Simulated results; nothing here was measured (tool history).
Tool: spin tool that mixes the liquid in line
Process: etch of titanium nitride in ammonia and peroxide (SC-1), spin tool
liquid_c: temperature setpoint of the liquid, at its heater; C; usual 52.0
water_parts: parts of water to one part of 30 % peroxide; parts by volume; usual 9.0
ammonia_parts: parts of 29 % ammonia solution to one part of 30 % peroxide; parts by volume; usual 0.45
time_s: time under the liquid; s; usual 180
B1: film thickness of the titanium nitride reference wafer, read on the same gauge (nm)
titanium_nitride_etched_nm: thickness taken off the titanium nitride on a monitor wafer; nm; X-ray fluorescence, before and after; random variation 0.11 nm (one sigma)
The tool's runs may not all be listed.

Run 1, hour 0.0: usual settings but water_parts 10.5 parts by volume; B1 109.98. Result: titanium_nitride_etched_nm 9.17 nm.
Run 2, hour 61.5: usual settings but water_parts 11.0 parts by volume; B1 109.98. Result: titanium_nitride_etched_nm 9.12 nm.
Run 3, hour 94.2: usual settings but water_parts 11.0 parts by volume; B1 110.03. Result: titanium_nitride_etched_nm 8.86 nm.
At hour 109.1: new drum of ammonia solution connected.
Run 4, hour 116.7: usual settings but liquid_c 57.5 C; B1 109.94. Result: titanium_nitride_etched_nm 14.50 nm.
Run 5, hour 134.5: usual settings but liquid_c 57.5 C; B1 109.99. Result: titanium_nitride_etched_nm 14.68 nm.
Run 6, hour 160.8: usual settings; B1 110.01. Result: titanium_nitride_etched_nm 10.01 nm.
Run 7, hour 179.6: usual settings; B1 109.99. Result: titanium_nitride_etched_nm 9.87 nm.
Run 8, hour 202.4: usual settings but time_s 240 s; B1 109.99. Result: titanium_nitride_etched_nm 13.04 nm.
Run 9, hour 215.1: usual settings but time_s 240 s; B1 109.99. Result: titanium_nitride_etched_nm 13.10 nm.
At hour 243.0: gauge calibrated.
Run 10, hour 249.3: usual settings but ammonia_parts 0.65 parts by volume; B1 109.97. Result: titanium_nitride_etched_nm 10.47 nm.
Run 11, hour 270.7: usual settings but ammonia_parts 0.60 parts by volume, time_s 120 s; B1 109.98. Result: titanium_nitride_etched_nm 6.94 nm.
At hour 277.1: ammonia flow meter replaced.
Run 12, hour 290.6: usual settings; B1 109.97. Result: titanium_nitride_etched_nm 9.74 nm.
At hour 301.3: thermometer replaced.
Run 13, hour 303.1: usual settings but water_parts 10.5 parts by volume; B1 109.96. Result: titanium_nitride_etched_nm 8.96 nm.
Run 14, hour 330.0: usual settings but liquid_c 61.0 C, ammonia_parts 0.60 parts by volume, time_s 275 s; B1 110.02. Result: titanium_nitride_etched_nm 28.96 nm.

Forecast run 15:
Run 15, hour 354.6: usual settings; B1 ?. Result: titanium_nitride_etched_nm ?.

Run 15 gave B1 109.99, titanium_nitride_etched_nm 9.51 nm.
Without the tool's hidden state the same run would have given titanium_nitride_etched_nm 12.51 nm.
